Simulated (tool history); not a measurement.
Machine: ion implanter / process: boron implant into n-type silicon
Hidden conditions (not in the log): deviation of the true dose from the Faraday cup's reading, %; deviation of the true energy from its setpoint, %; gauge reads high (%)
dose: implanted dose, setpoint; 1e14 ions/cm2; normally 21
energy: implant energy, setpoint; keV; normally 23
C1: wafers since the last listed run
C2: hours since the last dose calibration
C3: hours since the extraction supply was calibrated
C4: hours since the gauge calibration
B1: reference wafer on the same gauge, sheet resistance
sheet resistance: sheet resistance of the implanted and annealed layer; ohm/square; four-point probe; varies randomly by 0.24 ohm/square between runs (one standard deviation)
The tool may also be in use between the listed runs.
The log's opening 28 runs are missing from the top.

run 29 day=17.962 | dose=21 energy=23 | C1=471 C2=182.7 C3=271.8 C4=245.2 | B1=72.35 | sheet_resistance=63.54
run 30 day=18.633 | dose=21 energy=27.5 | C1=684 C2=198.8 C3=287.9 C4=261.3 | B1=72.26 | sheet_resistance=61.51
run 31 day=19.217 | dose=21 energy=23 | C1=595 C2=212.8 C3=301.9 C4=275.3 | B1=72.43 | sheet_resistance=63.62
run 32 day=19.7 | dose=26.39 energy=20 | C1=493 C2=224.4 C3=313.5 C4=286.9 | B1=72.2 | sheet_resistance=57.5
run 33 day=20.192 | dose=21 energy=15.5 | C1=501 C2=236.2 C3=325.3 C4=298.7 | B1=72.29 | sheet_resistance=70.64
run 34 day=20.633 | dose=21 energy=23 | C1=450 C2=246.8 C3=335.9 C4=309.3 | B1=72.44 | sheet_resistance=63.8
run 35 day=20.896 | dose=24.89 energy=15.5 | C1=267 C2=253.1 C3=342.2 C4=315.6 | B1=72.35 | sheet_resistance=65.3
run 36 day=21.6 | dose=22.58 energy=17 | C1=718 C2=270 C3=359.1 C4=332.5 | B1=72.41 | sheet_resistance=65.69

Below are 5 alternative next runs, each starting from the tool's condition after run 36. Predict each:
run A day=21.617 | dose=21 energy=23 | C1=17 C2=270.4 C3=359.5 C4=332.9 | B1=? | sheet_resistance=?
run B day=21.617 | dose=15.58 energy=30.5 | C1=17 C2=270.4 C3=359.5 C4=332.9 | B1=? | sheet_resistance=?
run C day=21.617 | dose=24.77 energy=25.5 | C1=17 C2=270.4 C3=359.5 C4=332.9 | B1=? | sheet_resistance=?
run D day=21.617 | dose=26.09 energy=19.5 | C1=17 C2=270.4 C3=359.5 C4=332.9 | B1=? | sheet_resistance=?
run E day=21.617 | dose=26.95 energy=23 | C1=17 C2=270.4 C3=359.5 C4=332.9 | B1=? | sheet_resistance=?

run=A B1=72.5 sheet_resistance=63.76
run=B B1=72.5 sheet_resistance=77.6
run=C B1=72.5 sheet_resistance=55.84
run=D B1=72.5 sheet_resistance=58.53
run=E B1=72.5 sheet_resistance=54.64
Stripped of hidden state, with their random variation kept, the same runs would have yielded:
run=A sheet_resistance=63.62
run=B sheet_resistance=77.4
run=C sheet_resistance=55.73
run=D sheet_resistance=58.44
run=E sheet_resistance=54.55

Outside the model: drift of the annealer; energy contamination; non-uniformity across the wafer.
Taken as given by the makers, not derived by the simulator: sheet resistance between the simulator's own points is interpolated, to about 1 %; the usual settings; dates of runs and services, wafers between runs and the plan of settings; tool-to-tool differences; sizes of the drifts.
